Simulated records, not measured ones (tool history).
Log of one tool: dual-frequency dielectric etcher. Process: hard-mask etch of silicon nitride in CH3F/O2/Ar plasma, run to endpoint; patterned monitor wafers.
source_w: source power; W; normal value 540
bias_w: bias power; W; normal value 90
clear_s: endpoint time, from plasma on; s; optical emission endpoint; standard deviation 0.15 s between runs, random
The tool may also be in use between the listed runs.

run,hour,source_w,bias_w,wafers since the last listed run,hours since the last wet clean,hours since the last source power generator calibration,hours since the last bias power generator calibration,hours since the last upper electrode change,"incoming incoming film thickness, nm",clear_s
1,0.0,590,90,0,291.0,2270.4,3806.1,5092.4,40.69,50.5
2,106.7,540,103,1593,397.7,2377.1,3912.8,5199.1,40.78,48.8
3,162.6,540,103,834,453.6,2433.0,3968.7,5255.0,40.51,48.7
# hour 200.3: wet clean of the chamber
4,219.1,600,90,485,18.8,2489.5,4025.2,5311.5,40.91,50.2
5,289.5,600,90,1051,89.2,2559.9,4095.6,5381.9,40.56,49.9
6,343.9,470,90,812,143.6,2614.3,4150.0,5436.3,40.43,52.1
7,401.7,540,78,863,201.4,2672.1,4207.8,5494.1,40.83,54.4
8,488.0,540,90,1288,287.7,2758.4,4294.1,5580.4,40.14,50.8
# hour 499.2: source power generator calibrated
9,542.8,540,90,758,342.5,43.6,4348.9,5635.2,40.73,51.2
10,624.1,540,90,1213,423.8,124.9,4430.2,5716.5,40.63,51.7
11,673.8,630,98,742,473.5,174.6,4479.9,5766.2,40.35,48.2
# hour 698.5: bias power generator calibrated
# hour 699.0: upper electrode replaced
12,759.5,490,82,1212,559.2,260.3,61.0,60.5,40.90,55.5
13,800.9,420,108,618,600.6,301.7,102.4,101.9,40.92,50.8
# hour 840.1: wet clean of the chamber
14,892.2,420,82,1004,52.1,393.0,193.7,193.2,40.83,55.5
15,941.2,540,90,731,101.1,442.0,242.7,242.2,40.77,51.3
16,996.7,540,80,828,156.6,497.5,298.2,297.7,40.50,53.8
17,1085.5,590,84,1325,245.4,586.3,387.0,386.5,40.49,51.6
18,1126.5,540,90,612,286.4,627.3,428.0,427.5,40.26,51.0
19,1200.1,470,84,1098,360.0,700.9,501.6,501.1,40.44,54.2
20,1293.9,540,107,1400,453.8,794.7,595.4,594.9,40.81,48.3

Hidden condition of the tool, last listed run before each entry between runs versus first listed run after:
Between runs 3 and 4: wet clean of the chamber (hour 200.3)
  etch rate over this chamber's usual, %: -1.48 -> -0.0361
  measured value less the no-hidden-state value, clear_s: +0.7 -> +0.0 s
Between runs 8 and 9: source power generator calibrated (hour 499.2)
  etch rate over this chamber's usual, %: -1.08 -> -1.29
  measured value less the no-hidden-state value, clear_s: +0.6 -> +0.6 s
Between runs 11 and 12: bias power generator calibrated (hour 698.5); upper electrode replaced (hour 699.0)
  etch rate over this chamber's usual, %: -1.8 -> -2.13
  measured value less the no-hidden-state value, clear_s: +0.9 -> +1.2 s
Between runs 13 and 14: wet clean of the chamber (hour 840.1)
  etch rate over this chamber's usual, %: -2.29 -> -0.23
  measured value less the no-hidden-state value, clear_s: +1.1 -> +0.1 s
